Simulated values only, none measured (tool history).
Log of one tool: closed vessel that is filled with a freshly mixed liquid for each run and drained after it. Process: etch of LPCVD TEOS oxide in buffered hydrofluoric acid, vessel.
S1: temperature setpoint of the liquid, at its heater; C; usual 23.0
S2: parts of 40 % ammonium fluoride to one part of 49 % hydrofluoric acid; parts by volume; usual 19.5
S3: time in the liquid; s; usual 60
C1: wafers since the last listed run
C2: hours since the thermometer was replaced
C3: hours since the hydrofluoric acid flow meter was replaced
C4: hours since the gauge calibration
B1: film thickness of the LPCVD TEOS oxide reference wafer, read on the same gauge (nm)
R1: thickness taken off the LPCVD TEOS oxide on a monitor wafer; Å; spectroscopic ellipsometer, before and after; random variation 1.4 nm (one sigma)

run     day    S1    S2  S3    C1     C2      C3     C4     B1      R1
  1   0.000  23.0  19.5  60     0  855.4   805.2  122.0  89.98  1715.9
  2   0.304  23.0  19.5  60   775  862.7   812.5  129.3  90.00  1726.7
  3   0.858  23.0  19.5  60  1413  876.0   825.8  142.6  90.01  1746.6
  4   1.246  23.0  19.5  60   988  885.3   835.1  151.9  90.01  1737.4
  5   1.625  23.0  19.5  60   967  894.4   844.2  161.0  90.00  1726.8
      1.696  -- thermometer replaced
  6   2.362  23.0  19.5  60  1774   16.0   861.9  178.7  90.02  1636.0
  7   2.762  23.0  19.5  60  1020   25.6   871.5  188.3  90.01  1623.5
  8   3.154  25.0  19.5  50   999   35.0   880.9  197.7  89.99  1522.4
  9   4.508  25.0  19.5  50  3454   67.5   913.4  230.2  89.98  1523.5
 10   5.408  23.0  14.0  35  2295   89.1   935.0  251.8  89.97  1322.7
 11   5.679  23.0  19.5  75   690   95.6   941.5  258.3  90.01  2057.7
 12   6.217  23.0  19.5  60  1371  108.5   954.4  271.2  90.02  1636.4
 13   6.925  23.0  19.5  60  1806  125.5   971.4  288.2  90.02  1629.1
 14   7.467  26.5  16.0  60  1381  138.5   984.4  301.2  90.00  2420.5
 15   8.550  25.0  14.5  30  2763  164.5  1010.4  327.2  89.96  1230.1
 16   9.042  25.5  26.5  70  1254  176.3  1022.2  339.0  89.98  1781.1
 17   9.675  23.0  15.0  60  1615  191.5  1037.4  354.2  90.02  2113.2
 18   9.938  23.0  14.0  60   669  197.8  1043.7  360.5  89.97  2261.7
     10.404  -- gauge calibrated
 19  10.621  23.0  14.0  80  1743  214.2  1060.1    5.2  90.00  3061.7
 20  11.108  23.0  19.5  60  1243  225.9  1071.8   16.9  89.99  1662.9
 21  11.638  23.0  19.5  60  1349  238.6  1084.5   29.6  89.97  1664.7
 22  12.029  24.5  13.5  60   999  248.0  1093.9   39.0  90.00  2572.0
     12.221  -- hydrofluoric acid flow meter replaced
 23  12.629  23.0  13.0  80  1424  262.4     9.8   53.4  90.00  3265.7
 24  13.154  23.0  15.5  60  1339  275.0    22.4   66.0  90.01  2117.4
 25  13.512  23.0  19.5  60   914  283.6    31.0   74.6  90.05  1663.2
 26  14.225  19.0  13.5  40  1817  300.7    48.1   91.7  90.01  1268.8
 27  14.971  23.0  19.5  60  1902  318.6    66.0  109.6  89.97  1653.6
 28  15.692  19.5  12.5  80  1838  335.9    83.3  126.9  90.01  2797.2
 29  16.125  23.0  19.5  60  1105  346.3    93.7  137.3  90.01  1683.8
 30  16.850  23.0  14.5  60  1849  363.7   111.1  154.7  89.97  2188.4
 31  17.171  20.5  12.5  30   818  371.4   118.8  162.4  89.97  1125.2
 32  17.821  23.0  19.5  90  1657  387.0   134.4  178.0  90.00  2490.1
 33  18.471  24.5  22.5  85  1657  402.6   150.0  193.6  89.96  2298.8
 34  18.733  23.0  19.5  60   669  408.9   156.3  199.9  90.00  1641.6

Forecast each of these 3 alternatives for the next run:
  A  18.762  23.0  17.5  60  74  409.6  157.0  200.6   ?   ?
  B  18.762  23.0  27.0  60  74  409.6  157.0  200.6   ?   ?
  C  18.762  23.0  24.5  35  74  409.6  157.0  200.6   ?   ?

run     B1      R1
  A  90.03  1838.3
  B  90.03  1310.7
  C  90.03   817.5
Without the tool's hidden state the same runs would have given:
run      R1
  A  1776.7
  B  1266.6
  C   790.0
